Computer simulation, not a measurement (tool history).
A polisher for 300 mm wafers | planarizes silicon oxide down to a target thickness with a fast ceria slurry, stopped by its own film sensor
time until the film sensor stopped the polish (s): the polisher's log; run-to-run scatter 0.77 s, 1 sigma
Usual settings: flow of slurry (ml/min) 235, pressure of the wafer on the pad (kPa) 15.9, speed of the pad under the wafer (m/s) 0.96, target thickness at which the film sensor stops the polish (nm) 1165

run	hour	flow of slurry (ml/min)	pressure of the wafer on the pad (kPa)	speed of the pad under the wafer (m/s)	target thickness at which the film sensor stops the polish (nm)	wafers since the last listed run	wafers polished on this pad	hours since the slurry nozzle was cleaned	hours since the head pressure was calibrated	incoming thickness of the incoming film, nm	time until the film sensor stopped the polish (s)
1	0.0	235	15.9	0.96	1165	0	569	103.0	498.2	1971.1	60.4
2	19.0	235	15.9	0.96	1165	170	739	122.0	517.2	1950.5	58.8
3	36.5	235	15.9	0.96	1165	156	896	139.5	534.7	1955.7	60.6
4	63.5	235	15.9	0.96	1165	241	1138	166.5	561.7	1924.1	58.5
5	93.6	235	15.9	0.96	1165	269	1407	196.6	591.8	1919.6	58.7
# hour 117.2: worn pad replaced by a new one
6	120.5	235	15.9	0.96	1165	205	29	223.5	618.7	1928.5	53.7
7	134.9	235	15.9	0.96	1165	128	158	237.9	633.1	1975.2	59.5
8	154.7	235	15.9	0.96	1165	177	335	257.7	652.9	1968.6	59.8
9	183.8	235	15.9	0.96	1165	260	595	286.8	682.0	1923.3	57.1
10	205.0	270	15.9	0.96	1165	189	785	308.0	703.2	1956.4	58.5
11	225.9	235	19.3	0.96	1165	187	972	328.9	724.1	1948.6	50.3
12	252.5	235	19.3	0.96	1165	238	1210	355.5	750.7	1966.1	51.1
13	276.6	235	19.3	0.96	1165	215	1426	379.6	774.8	1953.3	49.6
# hour 282.9: worn pad replaced by a new one, of another model than before
14	299.4	180	15.9	0.96	1165	168	147	402.4	797.6	1916.5	56.0
15	328.4	180	15.9	0.96	1165	259	407	431.4	826.6	1936.9	59.7
# hour 417.5: slurry nozzle cleaned
16	434.7	180	15.9	0.96	1165	942	1350	17.2	932.9	1950.9	61.6
# hour 462.5: worn pad replaced by a new one
17	463.0	235	15.9	0.96	1036	217	4	45.5	961.2	1971.4	65.6
18	487.6	285	13.8	0.72	1165	220	224	70.1	985.8	1952.4	69.4
19	502.9	235	20.0	1.04	1165	136	361	85.4	1001.1	1937.2	46.7
20	525.1	235	15.9	0.96	1017	198	560	107.6	1023.3	1947.0	72.1
21	555.7	235	17.9	0.96	1165	273	834	138.2	1053.9	1915.0	52.5
22	582.4	205	15.9	0.96	1165	239	1073	164.9	1080.6	1952.9	60.9
23	612.5	235	15.9	1.12	1165	269	1342	195.0	1110.7	1949.6	57.0
24	630.5	270	15.9	0.96	1165	161	1504	213.0	1128.7	1975.6	60.8
# hour 637.3: worn pad replaced by a new one
# hour 657.4: head pressure recalibrated
25	657.9	235	13.1	0.96	1385	191	166	240.4	0.5	1958.2	48.0
26	671.2	190	12.4	1.10	1165	119	285	253.7	13.8	1916.1	63.0
27	689.2	275	13.1	0.96	1238	161	446	271.7	31.8	1945.9	60.8
28	702.5	235	15.9	0.96	1165	119	565	285.0	45.1	1985.3	61.7
29	734.7	235	15.9	0.96	1165	288	853	317.2	77.3	1961.7	60.1
30	748.4	165	20.0	0.96	1165	122	976	330.9	91.0	1956.1	53.9
31	781.2	310	15.9	0.96	1165	293	1270	363.7	123.8	1909.0	55.5
32	797.2	275	15.9	0.96	1165	143	1413	379.7	139.8	1922.1	58.2
33	818.6	275	15.9	0.96	1165	191	1605	401.1	161.2	1949.3	60.2
# hour 828.7: worn pad replaced by a new one
34	836.0	285	13.1	0.72	1083	119	65	418.5	178.6	1948.7	77.0
# hour 879.5: slurry nozzle cleaned
35	926.4	235	11.0	0.96	1165	800	865	46.9	269.0	1967.4	79.0

Consider 5 possible next runs. They are alternatives, not a sequence: every one starts from the tool as it was left by run 35. What does each give?
A	926.8	280	15.9	0.96	1165	3	869	47.3	269.4	1935.7	?
B	926.8	180	20.7	0.96	1165	3	869	47.3	269.4	1935.7	?
C	926.8	175	20.0	1.26	1093	3	869	47.3	269.4	1935.7	?
D	926.8	160	14.5	1.20	1078	3	869	47.3	269.4	1935.7	?
E	926.8	170	15.9	0.96	1165	3	869	47.3	269.4	1935.7	?

run	time until the film sensor stopped the polish (s)
A	58.1
B	50.4
C	49.9
D	67.0
E	62.1
Had the tool no hidden state, the same runs would have come out as:
run	time until the film sensor stopped the polish (s)
A	53.7
B	46.6
C	46.1
D	61.9
E	57.4
